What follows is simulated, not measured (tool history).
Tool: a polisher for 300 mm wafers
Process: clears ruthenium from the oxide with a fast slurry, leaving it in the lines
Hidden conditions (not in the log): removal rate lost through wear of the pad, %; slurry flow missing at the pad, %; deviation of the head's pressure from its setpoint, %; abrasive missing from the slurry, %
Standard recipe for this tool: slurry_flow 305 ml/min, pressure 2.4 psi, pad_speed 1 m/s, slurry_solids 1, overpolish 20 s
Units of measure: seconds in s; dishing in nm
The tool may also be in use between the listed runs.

| run | hour | slurry_flow | pressure | pad_speed | slurry_solids | overpolish | wafers since the last listed run | wafers polished on this pad | hours since the slurry nozzle was cleaned | hours since the head pressure was calibrated | hours since the slurry blender was calibrated | incoming thickness of the incoming film, nm | seconds | dishing |
|---|---|---|---|---|---|---|---|---|---|---|---|---|---|---|
| 1 | 0 | 305 | 2.4 | 1 | 1.2 | 20 | 0 | 1453 | 234 | 224.8 | 309.5 | 201.1 | 50.6 | 43.6 |
| 2 | 38.8 | 305 | 2.4 | 1 | 1 | 20 | 390 | 1843 | 272.8 | 263.6 | 348.3 | 199.7 | 55.3 | 42.6 |
|  | 40.6 | slurry nozzle cleaned |
| 3 | 93.2 | 305 | 2.4 | 1 | 1 | 20 | 537 | 2380 | 52.6 | 318 | 402.7 | 198.3 | 55.4 | 43.7 |
|  | 128.7 | slurry blender recalibrated |
| 4 | 134.7 | 305 | 2.4 | 1 | 1 | 20 | 397 | 2778 | 94.1 | 359.5 | 6 | 198 | 56.2 | 42.4 |
|  | 163.1 | worn pad replaced by a new one |
| 5 | 211.3 | 305 | 2 | 1 | 1 | 20 | 730 | 484 | 170.7 | 436.1 | 82.6 | 199 | 64.1 | 40.2 |
| 6 | 262.7 | 305 | 2 | 1 | 1 | 20 | 517 | 1001 | 222.1 | 487.5 | 134 | 202.2 | 67.2 | 39.8 |
| 7 | 305.5 | 305 | 2.4 | 1 | 1 | 20 | 430 | 1432 | 264.9 | 530.3 | 176.8 | 197.5 | 53.9 | 42.2 |
|  | 385.9 | slurry nozzle cleaned |
| 8 | 387.2 | 305 | 2.4 | 1 | 1 | 12 | 811 | 2244 | 1.3 | 612 | 258.5 | 198 | 54.4 | 30.2 |
| 9 | 464.4 | 305 | 2.4 | 1 | 1 | 12 | 776 | 3021 | 78.5 | 689.2 | 335.7 | 203 | 57.1 | 29.1 |
|  | 512.2 | worn pad replaced by a new one |
|  | 563.7 | slurry blender recalibrated |
| 10 | 571.5 | 305 | 2.4 | 1 | 1 | 12 | 1017 | 577 | 185.6 | 796.3 | 7.8 | 200.8 | 54.4 | 31.1 |
|  | 752.9 | slurry nozzle cleaned |
| 11 | 810.4 | 305 | 2.4 | 1 | 1 | 20 | 2393 | 2970 | 57.5 | 1035.2 | 246.7 | 202.2 | 57.9 | 42.7 |
|  | 834.7 | worn pad replaced by a new one |
| 12 | 902.9 | 305 | 2.4 | 0.72 | 1 | 20 | 890 | 685 | 150 | 1127.7 | 339.2 | 201.4 | 75.2 | 35.4 |
| 13 | 957.5 | 245 | 2.4 | 1 | 1 | 20 | 549 | 1235 | 204.6 | 1182.3 | 393.8 | 198.6 | 57 | 42 |
|  | 963.6 | slurry blender recalibrated |
|  | 1021.7 | head pressure recalibrated |
| 14 | 1022.2 | 305 | 2.4 | 1.14 | 1 | 20 | 610 | 1845 | 269.3 | 0.5 | 58.6 | 199.1 | 47.9 | 47.2 |
|  | 1039.3 | slurry nozzle cleaned |
| 15 | 1111.4 | 265 | 2.4 | 1 | 1 | 20 | 887 | 2733 | 72.1 | 89.7 | 147.8 | 199 | 57.7 | 42.1 |
|  | 1132.1 | worn pad replaced by a new one |
| 16 | 1204.1 | 305 | 2.4 | 1 | 1 | 32 | 892 | 724 | 164.8 | 182.4 | 240.5 | 196.1 | 53.8 | 57.4 |
| 17 | 1290.5 | 305 | 2.4 | 1 | 1 | 20 | 869 | 1593 | 251.2 | 268.8 | 326.9 | 199.3 | 56.1 | 44.6 |
|  | 1346.6 | slurry nozzle cleaned |
|  | 1348.2 | slurry blender recalibrated |
| 18 | 1375.3 | 305 | 2.4 | 1 | 1 | 20 | 826 | 2420 | 28.7 | 353.6 | 27.1 | 200.6 | 57.4 | 42.9 |
| 19 | 1411.5 | 205 | 2.7 | 1 | 0.9 | 15 | 364 | 2784 | 64.9 | 389.8 | 63.3 | 198.6 | 54.4 | 35.8 |
|  | 1436.1 | worn pad replaced by a new one |
| 20 | 1456.7 | 255 | 3.1 | 0.68 | 1.1 | 20 | 414 | 207 | 110.1 | 435 | 108.5 | 198.7 | 61.1 | 41 |
| 21 | 1531.5 | 305 | 2.4 | 1 | 1.15 | 20 | 752 | 960 | 184.9 | 509.8 | 183.3 | 199.7 | 51.4 | 45.1 |
| 22 | 1602.8 | 240 | 2.4 | 1 | 1 | 16 | 717 | 1677 | 256.2 | 581.1 | 254.6 | 200.4 | 56.4 | 34.9 |

4 options for the next run, each taken on its own from the tool as it stands now. Forecast them:
| A | 1603.2 | 305 | 2.4 | 1 | 1 | 20 | 4 | 1681 | 256.6 | 581.5 | 255 | 195.9 | ? | ? |
| B | 1603.2 | 235 | 2.4 | 1 | 1.25 | 11 | 4 | 1681 | 256.6 | 581.5 | 255 | 195.9 | ? | ? |
| C | 1603.2 | 245 | 2.4 | 1 | 0.85 | 20 | 4 | 1681 | 256.6 | 581.5 | 255 | 195.9 | ? | ? |
| D | 1603.2 | 345 | 2.9 | 1 | 1.1 | 14 | 4 | 1681 | 256.6 | 581.5 | 255 | 195.9 | ? | ? |

| run | seconds | dishing |
|---|---|---|
| A | 53.8 | 44.5 |
| B | 50.8 | 30.2 |
| C | 59 | 41.8 |
| D | 42.4 | 41.1 |
Take away the tool's hidden state, keep each run's random variation, and the runs would have read:
| run | seconds | dishing |
|---|---|---|
| A | 52.8 | 45 |
| B | 49.9 | 30.6 |
| C | 57.9 | 42.3 |
| D | 41.6 | 41.6 |
